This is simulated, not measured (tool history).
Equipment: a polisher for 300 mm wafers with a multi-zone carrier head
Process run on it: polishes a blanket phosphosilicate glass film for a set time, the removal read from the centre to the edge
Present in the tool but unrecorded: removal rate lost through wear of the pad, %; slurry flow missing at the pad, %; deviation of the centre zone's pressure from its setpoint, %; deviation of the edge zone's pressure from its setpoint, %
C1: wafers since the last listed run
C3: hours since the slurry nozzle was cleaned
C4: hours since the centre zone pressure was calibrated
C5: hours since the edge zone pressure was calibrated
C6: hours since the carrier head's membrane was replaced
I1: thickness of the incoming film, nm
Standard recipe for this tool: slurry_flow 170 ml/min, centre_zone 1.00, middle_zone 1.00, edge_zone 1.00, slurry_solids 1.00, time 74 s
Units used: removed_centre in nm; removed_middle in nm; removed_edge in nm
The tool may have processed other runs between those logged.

Run 1, day 0.000: usual settings but centre_zone 0.97; C1 0; wafers polished on this pad 527; C3 378.2; C4 496.6; C5 1291.5; C6 1758.8; I1 3399.1. Result: removed_centre 402.8 nm, removed_middle 415.7 nm, removed_edge 407.3 nm.
At day 0.867: edge zone pressure recalibrated.
Run 2, day 2.658: usual settings but slurry_solids 1.20; C1 653; wafers polished on this pad 1180; C3 442.0; C4 560.4; C5 43.0; C6 1822.6; I1 3507.1. Result: removed_centre 451.7 nm, removed_middle 452.7 nm, removed_edge 446.2 nm.
Run 3, day 5.438: usual settings; C1 704; wafers polished on this pad 1885; C3 508.7; C4 627.1; C5 109.7; C6 1889.3; I1 3435.8. Result: removed_centre 417.3 nm, removed_middle 413.4 nm, removed_edge 411.4 nm.
At day 7.846: carrier head's membrane replaced by a new one.
Run 4, day 7.867: usual settings but middle_zone 1.07, edge_zone 1.11; C1 563; wafers polished on this pad 2448; C3 567.0; C4 685.4; C5 168.0; C6 0.5; I1 3445.7. Result: removed_centre 408.9 nm, removed_middle 444.5 nm, removed_edge 437.0 nm.
At day 9.542: slurry nozzle cleaned.
Run 5, day 10.246: usual settings but centre_zone 0.89, middle_zone 0.94, edge_zone 1.09, slurry_solids 1.15; C1 592; wafers polished on this pad 3041; C3 16.9; C4 742.5; C5 225.1; C6 57.6; I1 3420.0. Result: removed_centre 397.4 nm, removed_middle 426.5 nm, removed_edge 470.3 nm.
Run 6, day 11.696: usual settings but slurry_flow 220 ml/min; C1 367; wafers polished on this pad 3409; C3 51.7; C4 777.3; C5 259.9; C6 92.4; I1 3420.0. Result: removed_centre 434.9 nm, removed_middle 435.4 nm, removed_edge 416.8 nm.
Run 7, day 13.058: usual settings but edge_zone 1.08; C1 345; wafers polished on this pad 3754; C3 84.4; C4 810.0; C5 292.6; C6 125.1; I1 3431.0. Result: removed_centre 418.4 nm, removed_middle 420.3 nm, removed_edge 419.4 nm.
Run 8, day 14.275: usual settings but slurry_flow 205 ml/min, edge_zone 1.11, time 64 s; C1 308; wafers polished on this pad 4063; C3 113.6; C4 839.2; C5 321.8; C6 154.3; I1 3430.8. Result: removed_centre 368.7 nm, removed_middle 370.2 nm, removed_edge 373.0 nm.
Run 9, day 15.429: usual settings but centre_zone 1.11, middle_zone 1.03; C1 292; wafers polished on this pad 4355; C3 141.3; C4 866.9; C5 349.5; C6 182.0; I1 3456.0. Result: removed_centre 462.3 nm, removed_middle 432.7 nm, removed_edge 410.5 nm.
At day 15.692: centre zone pressure recalibrated.
Run 10, day 16.596: usual settings; C1 274; wafers polished on this pad 4630; C3 169.3; C4 21.7; C5 377.5; C6 210.0; I1 3432.5. Result: removed_centre 416.2 nm, removed_middle 420.5 nm, removed_edge 409.9 nm.
Run 11, day 18.954: usual settings; C1 598; wafers polished on this pad 5228; C3 225.9; C4 78.3; C5 434.1; C6 266.6; I1 3467.6. Result: removed_centre 413.8 nm, removed_middle 416.7 nm, removed_edge 418.6 nm.
At day 19.500: worn pad replaced by a new one.
Run 12, day 21.375: usual settings; C1 571; wafers polished on this pad 475; C3 284.0; C4 136.4; C5 492.2; C6 324.7; I1 3487.0. Result: removed_centre 419.9 nm, removed_middle 417.9 nm, removed_edge 410.9 nm.
Run 13, day 23.021: usual settings; C1 417; wafers polished on this pad 892; C3 323.5; C4 175.9; C5 531.7; C6 364.2; I1 3448.2. Result: removed_centre 414.4 nm, removed_middle 413.4 nm, removed_edge 404.9 nm.
Run 14, day 24.558: usual settings but centre_zone 0.97; C1 389; wafers polished on this pad 1282; C3 360.4; C4 212.8; C5 568.6; C6 401.1; I1 3439.8. Result: removed_centre 398.7 nm, removed_middle 420.0 nm, removed_edge 412.5 nm.
Run 15, day 26.408: usual settings but slurry_flow 220 ml/min, centre_zone 0.95, slurry_solids 0.80; C1 469; wafers polished on this pad 1751; C3 404.8; C4 257.2; C5 613.0; C6 445.5; I1 3487.1. Result: removed_centre 360.8 nm, removed_middle 376.0 nm, removed_edge 368.3 nm.
Run 16, day 33.546: usual settings; C1 1810; wafers polished on this pad 3561; C3 576.1; C4 428.5; C5 784.3; C6 616.8; I1 3449.2. Result: removed_centre 410.5 nm, removed_middle 415.2 nm, removed_edge 402.8 nm.
At day 35.512: slurry nozzle cleaned.
Run 17, day 36.229: usual settings but edge_zone 0.92; C1 669; wafers polished on this pad 4231; C3 17.2; C4 492.9; C5 848.7; C6 681.2; I1 3386.3. Result: removed_centre 411.1 nm, removed_middle 410.2 nm, removed_edge 394.1 nm.
Run 18, day 38.896: usual settings but middle_zone 0.94; C1 676; wafers polished on this pad 4908; C3 81.2; C4 556.9; C5 912.7; C6 745.2; I1 3471.6. Result: removed_centre 412.4 nm, removed_middle 395.2 nm, removed_edge 413.1 nm.
Run 19, day 40.004: usual settings but slurry_flow 195 ml/min, edge_zone 1.06; C1 281; wafers polished on this pad 5189; C3 107.8; C4 583.5; C5 939.3; C6 771.8; I1 3460.6. Result: removed_centre 424.2 nm, removed_middle 422.0 nm, removed_edge 424.9 nm.
At day 40.533: worn pad replaced by a new one.
Run 20, day 41.433: usual settings but slurry_flow 200 ml/min, middle_zone 1.06, edge_zone 0.94; C1 320; wafers polished on this pad 227; C3 142.1; C4 617.8; C5 973.6; C6 806.1; I1 3466.4. Result: removed_centre 429.5 nm, removed_middle 445.2 nm, removed_edge 406.8 nm.
Run 21, day 43.646: usual settings but slurry_flow 110 ml/min, centre_zone 1.08, slurry_solids 0.90; C1 561; wafers polished on this pad 789; C3 195.2; C4 670.9; C5 1026.7; C6 859.2; I1 3456.8. Result: removed_centre 391.5 nm, removed_middle 377.1 nm, removed_edge 372.3 nm.
Run 22, day 46.575: usual settings; C1 742; wafers polished on this pad 1531; C3 265.5; C4 741.2; C5 1097.0; C6 929.5; I1 3451.9. Result: removed_centre 414.4 nm, removed_middle 413.5 nm, removed_edge 408.1 nm.

Hidden state at the last listed run before each entry between runs and at the first one after, where it differs:
Runs 1 to 2: edge zone pressure recalibrated (day 0.867)
  no difference in the tool's unlogged condition between these two runs
Runs 3 to 4: carrier head's membrane replaced by a new one (day 7.846)
  no difference in the tool's unlogged condition between these two runs
Runs 4 to 5: slurry nozzle cleaned (day 9.542)
  no difference in the tool's unlogged condition between these two runs
Runs 9 to 10: centre zone pressure recalibrated (day 15.692)
  no difference in the tool's unlogged condition between these two runs
Runs 11 to 12: worn pad replaced by a new one (day 19.500)
  no difference in the tool's unlogged condition between these two runs
Runs 16 to 17: slurry nozzle cleaned (day 35.512)
  no difference in the tool's unlogged condition between these two runs
Runs 19 to 20: worn pad replaced by a new one (day 40.533)
  no difference in the tool's unlogged condition between these two runs
